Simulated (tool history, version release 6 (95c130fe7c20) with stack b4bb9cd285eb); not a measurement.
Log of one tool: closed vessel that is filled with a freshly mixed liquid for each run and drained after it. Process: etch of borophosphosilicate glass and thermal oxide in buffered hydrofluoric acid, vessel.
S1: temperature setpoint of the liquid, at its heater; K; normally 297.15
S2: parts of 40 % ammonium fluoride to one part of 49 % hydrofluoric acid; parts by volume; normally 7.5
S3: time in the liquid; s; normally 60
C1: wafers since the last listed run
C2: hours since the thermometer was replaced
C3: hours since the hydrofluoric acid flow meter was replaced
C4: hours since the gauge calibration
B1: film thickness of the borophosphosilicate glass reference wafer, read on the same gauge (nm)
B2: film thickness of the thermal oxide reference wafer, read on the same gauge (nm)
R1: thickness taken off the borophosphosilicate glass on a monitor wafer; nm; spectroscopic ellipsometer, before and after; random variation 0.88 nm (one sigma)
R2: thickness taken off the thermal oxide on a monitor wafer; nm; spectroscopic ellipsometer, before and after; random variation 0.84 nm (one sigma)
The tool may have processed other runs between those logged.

Run 1, hour 0: usual settings but S1 298.15 K; C1 0; C2 687.7; C3 2251.9; C4 50.4; B1 99.97; B2 119.99. Result: R1 127.3 nm, R2 85.29 nm.
Run 2, hour 23.7: usual settings but S1 298.15 K; C1 2578; C2 711.4; C3 2275.6; C4 74.1; B1 99.96; B2 120. Result: R1 128.01 nm, R2 85.57 nm.
Run 3, hour 45: usual settings but S3 75 s; C1 2316; C2 732.7; C3 2296.9; C4 95.4; B1 100; B2 120.02. Result: R1 151.38 nm, R2 100.17 nm.
Run 4, hour 70.6: usual settings; C1 2784; C2 758.3; C3 2322.5; C4 121; B1 99.98; B2 120.03. Result: R1 120.5 nm, R2 80.67 nm.
Run 5, hour 91.8: usual settings; C1 2306; C2 779.5; C3 2343.7; C4 142.2; B1 99.98; B2 119.98. Result: R1 120.13 nm, R2 79.99 nm.
Run 6, hour 125.6: usual settings but S1 294.65 K, S2 9.5 parts by volume, S3 95 s; C1 3676; C2 813.3; C3 2377.5; C4 176; B1 100.01; B2 120.03. Result: R1 134.69 nm, R2 90.65 nm.
Run 7, hour 143.6: usual settings but S1 301.65 K, S2 5 parts by volume, S3 40 s; C1 1958; C2 831.3; C3 2395.5; C4 194; B1 99.99; B2 119.98. Result: R1 147.72 nm, R2 100.49 nm.
Run 8, hour 172.4: usual settings but S1 294.15 K, S2 9.5 parts by volume, S3 40 s; C1 3132; C2 860.1; C3 2424.3; C4 222.8; B1 99.99; B2 120. Result: R1 54.19 nm, R2 37.09 nm.
Run 9, hour 199.2: usual settings but S1 299.15 K, S2 5.5 parts by volume; C1 2915; C2 886.9; C3 2451.1; C4 249.6; B1 100.02; B2 120.01. Result: R1 178.56 nm, R2 120.19 nm.
Run 10, hour 212: usual settings but S1 300.15 K, S2 9.5 parts by volume, S3 85 s; C1 1392; C2 899.7; C3 2463.9; C4 262.4; B1 100.01; B2 120.01. Result: R1 160.31 nm, R2 107.51 nm.
At hour 272.4: hydrofluoric acid flow meter replaced.
Run 11, hour 291.6: usual settings; C1 8550; C2 979.3; C3 19.2; C4 342; B1 100.01; B2 119.98. Result: R1 127.73 nm, R2 85.52 nm.
Run 12, hour 311.8: usual settings but S1 294.15 K, S2 8.5 parts by volume, S3 75 s; C1 2197; C2 999.5; C3 39.4; C4 362.2; B1 99.98; B2 120. Result: R1 118.02 nm, R2 77.91 nm.
Run 13, hour 346.8: usual settings but S1 295.15 K, S3 30 s; C1 3807; C2 1034.5; C3 74.4; C4 397.2; B1 100.02; B2 119.99. Result: R1 57.24 nm, R2 38.52 nm.
At hour 360.7: thermometer replaced.
Run 14, hour 361.2: usual settings but S2 5 parts by volume, S3 90 s; C1 1457; C2 0.5; C3 88.8; C4 411.6; B1 100.01; B2 119.98. Result: R1 300.42 nm, R2 199.11 nm.
Run 15, hour 374.3: usual settings but S1 292.65 K, S2 5 parts by volume; C1 1425; C2 13.6; C3 101.9; C4 424.7; B1 99.98; B2 119.98. Result: R1 157.6 nm, R2 101.22 nm.
Run 16, hour 409.8: usual settings; C1 3861; C2 49.1; C3 137.4; C4 460.2; B1 100.01; B2 119.97. Result: R1 137.08 nm, R2 92.62 nm.
Run 17, hour 434.8: usual settings but S2 6.5 parts by volume, S3 45 s; C1 2719; C2 74.1; C3 162.4; C4 485.2; B1 100.01; B2 119.95. Result: R1 117.42 nm, R2 79.51 nm.
Run 18, hour 460.5: usual settings; C1 2795; C2 99.8; C3 188.1; C4 510.9; B1 99.99; B2 120.02. Result: R1 136.08 nm, R2 90.18 nm.
Run 19, hour 476.8: usual settings; C1 1773; C2 116.1; C3 204.4; C4 527.2; B1 100.02; B2 120.01. Result: R1 136.13 nm, R2 91.36 nm.
Run 20, hour 505.5: usual settings but S3 90 s; C1 3121; C2 144.8; C3 233.1; C4 555.9; B1 99.99; B2 120.03. Result: R1 202.42 nm, R2 136.64 nm.
Run 21, hour 536.7: usual settings but S1 299.15 K, S2 9.5 parts by volume, S3 75 s; C1 3393; C2 176; C3 264.3; C4 587.1; B1 99.97; B2 119.95. Result: R1 149.94 nm, R2 100.88 nm.
Run 22, hour 555.6: usual settings but S2 9 parts by volume; C1 2055; C2 194.9; C3 283.2; C4 606; B1 99.99; B2 120.03. Result: R1 110.16 nm, R2 74.07 nm.
Run 23, hour 590.3: usual settings but S2 10.5 parts by volume, S3 30 s; C1 3774; C2 229.6; C3 317.9; C4 640.7; B1 100; B2 120.02. Result: R1 48.59 nm, R2 33.78 nm.
Run 24, hour 609: usual settings; C1 2034; C2 248.3; C3 336.6; C4 659.4; B1 100; B2 119.99. Result: R1 134.43 nm, R2 89.46 nm.
Run 25, hour 626.9: usual settings; C1 1947; C2 266.2; C3 354.5; C4 677.3; B1 99.99; B2 120.04. Result: R1 132.56 nm, R2 89.75 nm.

What if the next run were any one of these 4? Each begins from the tool's condition after run 25:
Run A, hour 627.6: usual settings; C1 76; C2 266.9; C3 355.2; C4 678; B1 ?; B2 ?. Result: R1 ?, R2 ?.
Run B, hour 627.6: usual settings but S1 294.15 K, S2 6.5 parts by volume, S3 90 s; C1 76; C2 266.9; C3 355.2; C4 678; B1 ?; B2 ?. Result: R1 ?, R2 ?.
Run C, hour 627.6: usual settings but S2 10.5 parts by volume; C1 76; C2 266.9; C3 355.2; C4 678; B1 ?; B2 ?. Result: R1 ?, R2 ?.
Run D, hour 627.6: usual settings but S1 295.15 K, S3 75 s; C1 76; C2 266.9; C3 355.2; C4 678; B1 ?; B2 ?. Result: R1 ?, R2 ?.

run   B1   B2      R1      R2
  A  100  120  134.73   89.43
  B  100  120  198.34  131.05
  C  100  120   98.52   65.61
  D  100  120   151.1  100.15
With the hidden condition removed and each run's random variation left untouched, the same runs would have given:
run      R1      R2
  A  139.73   92.75
  B  205.12  135.54
  C  102.01   67.94
  D  156.75   103.9
